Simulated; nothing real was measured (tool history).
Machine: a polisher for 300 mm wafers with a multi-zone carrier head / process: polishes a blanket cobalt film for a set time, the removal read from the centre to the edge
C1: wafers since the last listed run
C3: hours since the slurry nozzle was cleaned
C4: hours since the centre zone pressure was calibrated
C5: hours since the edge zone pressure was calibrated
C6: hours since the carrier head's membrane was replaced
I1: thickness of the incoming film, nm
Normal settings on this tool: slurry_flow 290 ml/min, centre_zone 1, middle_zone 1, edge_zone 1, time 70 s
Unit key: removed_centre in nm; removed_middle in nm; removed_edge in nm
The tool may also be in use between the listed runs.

{"run": 1, "hour": 0.0, "slurry_flow": 290, "centre_zone": 1, "middle_zone": 1, "edge_zone": 1, "time": 70, "C1": 0, "wafers polished on this pad": 5769, "C3": 733.5, "C4": 423.2, "C5": 527.7, "C6": 106.1, "I1": 1213.7, "removed_centre": 417.7, "removed_middle": 384.3, "removed_edge": 393.7}
{"run": 2, "hour": 92.8, "slurry_flow": 290, "centre_zone": 1, "middle_zone": 1.04, "edge_zone": 1, "time": 70, "C1": 675, "wafers polished on this pad": 6444, "C3": 826.3, "C4": 516, "C5": 620.5, "C6": 198.9, "I1": 1233.5, "removed_centre": 420.3, "removed_middle": 406.9, "removed_edge": 391.9}
{"hour": 138.0, "done": "worn pad replaced by a new one"}
{"hour": 170.0, "done": "slurry nozzle cleaned"}
{"run": 3, "hour": 170.5, "slurry_flow": 390, "centre_zone": 1.07, "middle_zone": 1, "edge_zone": 1, "time": 70, "C1": 529, "wafers polished on this pad": 229, "C3": 0.5, "C4": 593.7, "C5": 698.2, "C6": 276.6, "I1": 1237.7, "removed_centre": 482.4, "removed_middle": 398.6, "removed_edge": 397.9}
{"run": 4, "hour": 206.2, "slurry_flow": 290, "centre_zone": 1, "middle_zone": 1, "edge_zone": 1, "time": 70, "C1": 259, "wafers polished on this pad": 489, "C3": 36.2, "C4": 629.4, "C5": 733.9, "C6": 312.3, "I1": 1238.2, "removed_centre": 429, "removed_middle": 392.5, "removed_edge": 389.7}
{"hour": 272.5, "done": "edge zone pressure recalibrated"}
{"run": 5, "hour": 287.1, "slurry_flow": 390, "centre_zone": 1.04, "middle_zone": 1, "edge_zone": 0.89, "time": 48, "C1": 574, "wafers polished on this pad": 1063, "C3": 117.1, "C4": 710.3, "C5": 14.6, "C6": 393.2, "I1": 1221.4, "removed_centre": 309.5, "removed_middle": 274.4, "removed_edge": 264.2}
{"run": 6, "hour": 339.8, "slurry_flow": 290, "centre_zone": 1, "middle_zone": 1, "edge_zone": 1, "time": 70, "C1": 383, "wafers polished on this pad": 1447, "C3": 169.8, "C4": 763, "C5": 67.3, "C6": 445.9, "I1": 1226.7, "removed_centre": 442.3, "removed_middle": 389.4, "removed_edge": 389.7}
{"run": 7, "hour": 427.1, "slurry_flow": 360, "centre_zone": 0.94, "middle_zone": 1.06, "edge_zone": 0.93, "time": 70, "C1": 635, "wafers polished on this pad": 2082, "C3": 257.1, "C4": 850.3, "C5": 154.6, "C6": 533.2, "I1": 1225.3, "removed_centre": 417.7, "removed_middle": 417.9, "removed_edge": 387.7}
{"run": 8, "hour": 493.5, "slurry_flow": 290, "centre_zone": 1.04, "middle_zone": 1, "edge_zone": 1.08, "time": 70, "C1": 483, "wafers polished on this pad": 2566, "C3": 323.5, "C4": 916.7, "C5": 221, "C6": 599.6, "I1": 1224.6, "removed_centre": 462.1, "removed_middle": 389.6, "removed_edge": 412.1}
{"hour": 534.8, "done": "centre zone pressure recalibrated"}
{"run": 9, "hour": 590.6, "slurry_flow": 220, "centre_zone": 1, "middle_zone": 1, "edge_zone": 1, "time": 78, "C1": 692, "wafers polished on this pad": 3258, "C3": 420.6, "C4": 55.8, "C5": 318.1, "C6": 696.7, "I1": 1253, "removed_centre": 424.4, "removed_middle": 420, "removed_edge": 425.2}
{"hour": 720.7, "done": "carrier head's membrane replaced by a new one"}
{"run": 10, "hour": 826.1, "slurry_flow": 290, "centre_zone": 1, "middle_zone": 1, "edge_zone": 1.04, "time": 79, "C1": 1677, "wafers polished on this pad": 4936, "C3": 656.1, "C4": 291.3, "C5": 553.6, "C6": 105.4, "I1": 1220.7, "removed_centre": 461.7, "removed_middle": 437.2, "removed_edge": 452}
{"run": 11, "hour": 886.3, "slurry_flow": 290, "centre_zone": 1, "middle_zone": 1, "edge_zone": 1, "time": 70, "C1": 438, "wafers polished on this pad": 5374, "C3": 716.3, "C4": 351.5, "C5": 613.8, "C6": 165.6, "I1": 1246.2, "removed_centre": 406, "removed_middle": 386, "removed_edge": 394.6}
{"hour": 961.0, "done": "worn pad replaced by a new one"}
{"run": 12, "hour": 991.4, "slurry_flow": 290, "centre_zone": 1, "middle_zone": 1, "edge_zone": 0.95, "time": 70, "C1": 735, "wafers polished on this pad": 221, "C3": 821.4, "C4": 456.6, "C5": 718.9, "C6": 270.7, "I1": 1218.8, "removed_centre": 406.1, "removed_middle": 388.5, "removed_edge": 383.5}
{"hour": 1039.0, "done": "slurry nozzle cleaned"}
{"hour": 1057.3, "done": "edge zone pressure recalibrated"}
{"run": 13, "hour": 1075.1, "slurry_flow": 290, "centre_zone": 1, "middle_zone": 1, "edge_zone": 1, "time": 70, "C1": 587, "wafers polished on this pad": 808, "C3": 36.1, "C4": 540.3, "C5": 17.8, "C6": 354.4, "I1": 1237.5, "removed_centre": 422.5, "removed_middle": 394.4, "removed_edge": 398.4}
{"run": 14, "hour": 1120.2, "slurry_flow": 290, "centre_zone": 1, "middle_zone": 0.93, "edge_zone": 1, "time": 70, "C1": 328, "wafers polished on this pad": 1136, "C3": 81.2, "C4": 585.4, "C5": 62.9, "C6": 399.5, "I1": 1236.2, "removed_centre": 418.4, "removed_middle": 366.6, "removed_edge": 395.2}
{"hour": 1256.4, "done": "centre zone pressure recalibrated"}
{"run": 15, "hour": 1345.1, "slurry_flow": 220, "centre_zone": 1.04, "middle_zone": 0.88, "edge_zone": 1, "time": 92, "C1": 1622, "wafers polished on this pad": 2759, "C3": 306.1, "C4": 88.7, "C5": 287.8, "C6": 624.4, "I1": 1232.8, "removed_centre": 518.3, "removed_middle": 438.9, "removed_edge": 506.1}
{"run": 16, "hour": 1439.0, "slurry_flow": 385, "centre_zone": 0.94, "middle_zone": 1.1, "edge_zone": 1, "time": 70, "C1": 683, "wafers polished on this pad": 3442, "C3": 400, "C4": 182.6, "C5": 381.7, "C6": 718.3, "I1": 1246.4, "removed_centre": 386.4, "removed_middle": 431.6, "removed_edge": 399.3}
{"run": 17, "hour": 1514.7, "slurry_flow": 315, "centre_zone": 0.94, "middle_zone": 1, "edge_zone": 1, "time": 92, "C1": 551, "wafers polished on this pad": 3993, "C3": 475.7, "C4": 258.3, "C5": 457.4, "C6": 794, "I1": 1234.9, "removed_centre": 496, "removed_middle": 522, "removed_edge": 519.5}
{"hour": 1538.2, "done": "carrier head's membrane replaced by a new one"}
{"hour": 1753.2, "done": "slurry nozzle cleaned"}
{"hour": 1785.9, "done": "worn pad replaced by a new one"}
{"run": 18, "hour": 1818.4, "slurry_flow": 230, "centre_zone": 1, "middle_zone": 1, "edge_zone": 1.05, "time": 70, "C1": 2137, "wafers polished on this pad": 236, "C3": 65.2, "C4": 562, "C5": 761.1, "C6": 280.2, "I1": 1215.2, "removed_centre": 404.9, "removed_middle": 376.6, "removed_edge": 396.8}
{"hour": 1930.7, "done": "edge zone pressure recalibrated"}
{"run": 19, "hour": 1938.4, "slurry_flow": 350, "centre_zone": 1, "middle_zone": 1, "edge_zone": 0.91, "time": 70, "C1": 858, "wafers polished on this pad": 1095, "C3": 185.2, "C4": 682, "C5": 7.7, "C6": 400.2, "I1": 1253.9, "removed_centre": 427.6, "removed_middle": 398.1, "removed_edge": 381.6}
{"run": 20, "hour": 1976.3, "slurry_flow": 200, "centre_zone": 1, "middle_zone": 1, "edge_zone": 0.93, "time": 70, "C1": 275, "wafers polished on this pad": 1371, "C3": 223.1, "C4": 719.9, "C5": 45.6, "C6": 438.1, "I1": 1247.8, "removed_centre": 392.3, "removed_middle": 370.7, "removed_edge": 368.5}
{"run": 21, "hour": 2022.2, "slurry_flow": 290, "centre_zone": 1, "middle_zone": 1, "edge_zone": 1, "time": 70, "C1": 334, "wafers polished on this pad": 1705, "C3": 269, "C4": 765.8, "C5": 91.5, "C6": 484, "I1": 1239.3, "removed_centre": 421.7, "removed_middle": 389.8, "removed_edge": 392.7}

Consider 5 possible next runs. They are alternatives, not a sequence: every one starts from the tool as it was left by run 21. What does each give?
{"run": "A", "hour": 2022.6, "slurry_flow": 290, "centre_zone": 1, "middle_zone": 1, "edge_zone": 1, "time": 70, "C1": 2, "wafers polished on this pad": 1708, "C3": 269.4, "C4": 766.2, "C5": 91.9, "C6": 484.4, "I1": 1231.4, "removed_centre": "?", "removed_middle": "?", "removed_edge": "?"}
{"run": "B", "hour": 2022.6, "slurry_flow": 290, "centre_zone": 1.12, "middle_zone": 1, "edge_zone": 0.89, "time": 70, "C1": 2, "wafers polished on this pad": 1708, "C3": 269.4, "C4": 766.2, "C5": 91.9, "C6": 484.4, "I1": 1231.4, "removed_centre": "?", "removed_middle": "?", "removed_edge": "?"}
{"run": "C", "hour": 2022.6, "slurry_flow": 210, "centre_zone": 1, "middle_zone": 1, "edge_zone": 1, "time": 70, "C1": 2, "wafers polished on this pad": 1708, "C3": 269.4, "C4": 766.2, "C5": 91.9, "C6": 484.4, "I1": 1231.4, "removed_centre": "?", "removed_middle": "?", "removed_edge": "?"}
{"run": "D", "hour": 2022.6, "slurry_flow": 290, "centre_zone": 1, "middle_zone": 1.1, "edge_zone": 1, "time": 70, "C1": 2, "wafers polished on this pad": 1708, "C3": 269.4, "C4": 766.2, "C5": 91.9, "C6": 484.4, "I1": 1231.4, "removed_centre": "?", "removed_middle": "?", "removed_edge": "?"}
{"run": "E", "hour": 2022.6, "slurry_flow": 350, "centre_zone": 1.1, "middle_zone": 1, "edge_zone": 1, "time": 57, "C1": 2, "wafers polished on this pad": 1708, "C3": 269.4, "C4": 766.2, "C5": 91.9, "C6": 484.4, "I1": 1231.4, "removed_centre": "?", "removed_middle": "?", "removed_edge": "?"}

run=A removed_centre=424.8 removed_middle=393.3 removed_edge=389.7
run=B removed_centre=475.9 removed_middle=393.1 removed_edge=369
run=C removed_centre=404.8 removed_middle=376.5 removed_edge=377.1
run=D removed_centre=425.1 removed_middle=426.5 removed_edge=389.2
run=E removed_centre=388.5 removed_middle=326.1 removed_edge=321.9
Take away the tool's hidden state, keep each run's random variation, and the runs would have read:
run=A removed_centre=392.3 removed_middle=393.4 removed_edge=389.7
run=B removed_centre=439.7 removed_middle=393.2 removed_edge=369
run=C removed_centre=373.7 removed_middle=376.6 removed_edge=377.1
run=D removed_centre=392.5 removed_middle=426.6 removed_edge=389.2
run=E removed_centre=358.9 removed_middle=326.2 removed_edge=321.9

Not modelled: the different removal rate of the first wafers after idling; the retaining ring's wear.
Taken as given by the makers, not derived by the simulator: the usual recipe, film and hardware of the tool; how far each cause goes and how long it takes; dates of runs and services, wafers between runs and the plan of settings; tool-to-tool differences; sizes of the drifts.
